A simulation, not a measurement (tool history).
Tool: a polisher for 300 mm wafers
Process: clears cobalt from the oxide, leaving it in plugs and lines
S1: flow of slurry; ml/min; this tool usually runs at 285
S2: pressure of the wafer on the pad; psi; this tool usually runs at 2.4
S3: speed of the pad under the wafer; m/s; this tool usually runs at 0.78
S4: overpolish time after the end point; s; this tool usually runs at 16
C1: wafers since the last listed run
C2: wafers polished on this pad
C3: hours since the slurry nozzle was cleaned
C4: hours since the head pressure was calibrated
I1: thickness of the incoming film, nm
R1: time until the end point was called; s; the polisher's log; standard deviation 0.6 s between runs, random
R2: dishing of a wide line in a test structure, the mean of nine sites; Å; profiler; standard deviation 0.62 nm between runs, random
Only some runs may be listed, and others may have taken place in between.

{"run": 1, "hour": 0.0, "S1": 285, "S2": 2.4, "S3": 0.78, "S4": 16, "C1": 0, "C2": 78, "C3": 211.8, "C4": 758.4, "I1": 202.2, "R1": 35.2, "R2": 480}
{"run": 2, "hour": 35.9, "S1": 285, "S2": 2.4, "S3": 0.78, "S4": 16, "C1": 473, "C2": 552, "C3": 247.7, "C4": 794.3, "I1": 197.4, "R1": 34.5, "R2": 473}
{"hour": 103.7, "done": "slurry nozzle cleaned"}
{"run": 3, "hour": 123.7, "S1": 285, "S2": 1.8, "S3": 0.78, "S4": 11, "C1": 1144, "C2": 1696, "C3": 20.0, "C4": 882.1, "I1": 197.5, "R1": 45.6, "R2": 326}
{"run": 4, "hour": 136.2, "S1": 285, "S2": 2.4, "S3": 0.78, "S4": 16, "C1": 164, "C2": 1861, "C3": 32.5, "C4": 894.6, "I1": 198.7, "R1": 33.4, "R2": 483}
{"hour": 162.4, "done": "worn pad replaced by a new one"}
{"run": 5, "hour": 166.3, "S1": 245, "S2": 2.4, "S3": 0.78, "S4": 16, "C1": 344, "C2": 50, "C3": 62.6, "C4": 924.7, "I1": 198.8, "R1": 35.4, "R2": 481}
{"run": 6, "hour": 180.6, "S1": 285, "S2": 2.4, "S3": 0.78, "S4": 16, "C1": 188, "C2": 239, "C3": 76.9, "C4": 939.0, "I1": 203.5, "R1": 35.9, "R2": 463}
{"run": 7, "hour": 193.4, "S1": 285, "S2": 2.4, "S3": 0.78, "S4": 16, "C1": 168, "C2": 408, "C3": 89.7, "C4": 951.8, "I1": 200.4, "R1": 34.2, "R2": 472}
{"run": 8, "hour": 218.3, "S1": 285, "S2": 2.4, "S3": 0.78, "S4": 16, "C1": 328, "C2": 736, "C3": 114.6, "C4": 976.7, "I1": 198.9, "R1": 34.1, "R2": 480}
{"run": 9, "hour": 250.2, "S1": 285, "S2": 2.4, "S3": 0.78, "S4": 16, "C1": 420, "C2": 1157, "C3": 146.5, "C4": 1008.6, "I1": 197.6, "R1": 34.0, "R2": 483}
{"run": 10, "hour": 266.0, "S1": 285, "S2": 2.4, "S3": 0.78, "S4": 16, "C1": 208, "C2": 1365, "C3": 162.3, "C4": 1024.4, "I1": 200.9, "R1": 34.5, "R2": 470}
{"hour": 300.5, "done": "worn pad replaced by a new one"}
{"run": 11, "hour": 301.0, "S1": 285, "S2": 2.4, "S3": 0.78, "S4": 16, "C1": 408, "C2": 6, "C3": 197.3, "C4": 1059.4, "I1": 197.5, "R1": 34.0, "R2": 484}
{"run": 12, "hour": 332.7, "S1": 285, "S2": 2.4, "S3": 0.78, "S4": 16, "C1": 418, "C2": 424, "C3": 229.0, "C4": 1091.1, "I1": 199.6, "R1": 34.9, "R2": 487}
{"hour": 338.0, "done": "head pressure recalibrated"}
{"hour": 342.7, "done": "slurry nozzle cleaned"}
{"run": 13, "hour": 363.4, "S1": 285, "S2": 2.4, "S3": 0.78, "S4": 16, "C1": 365, "C2": 790, "C3": 20.7, "C4": 25.4, "I1": 197.5, "R1": 37.6, "R2": 441}
{"run": 14, "hour": 383.3, "S1": 355, "S2": 3.1, "S3": 0.78, "S4": 16, "C1": 262, "C2": 1052, "C3": 40.6, "C4": 45.3, "I1": 200.8, "R1": 29.6, "R2": 514}
{"hour": 432.4, "done": "worn pad replaced by a new one"}
{"run": 15, "hour": 467.5, "S1": 285, "S2": 2.4, "S3": 0.94, "S4": 16, "C1": 1057, "C2": 462, "C3": 124.8, "C4": 129.5, "I1": 201.6, "R1": 33.9, "R2": 497}
{"run": 16, "hour": 498.6, "S1": 335, "S2": 1.9, "S3": 0.66, "S4": 19, "C1": 410, "C2": 872, "C3": 155.9, "C4": 160.6, "I1": 200.8, "R1": 54.2, "R2": 420}
{"run": 17, "hour": 524.6, "S1": 285, "S2": 1.6, "S3": 0.78, "S4": 7, "C1": 342, "C2": 1215, "C3": 181.9, "C4": 186.6, "I1": 201.5, "R1": 55.7, "R2": 195}

The next listed run, before its measurement:
{"run": 18, "hour": 549.4, "S1": 260, "S2": 1.8, "S3": 0.78, "S4": 8, "C1": 327, "C2": 1542, "C3": 206.7, "C4": 211.4, "I1": 198.1, "R1": "?", "R2": "?"}

For run 18 the tool returned R1 48.8 s, R2 245 Å.
The same run, on a tool lacking any hidden state, would have yielded R1 51.7 s, R2 234 Å.
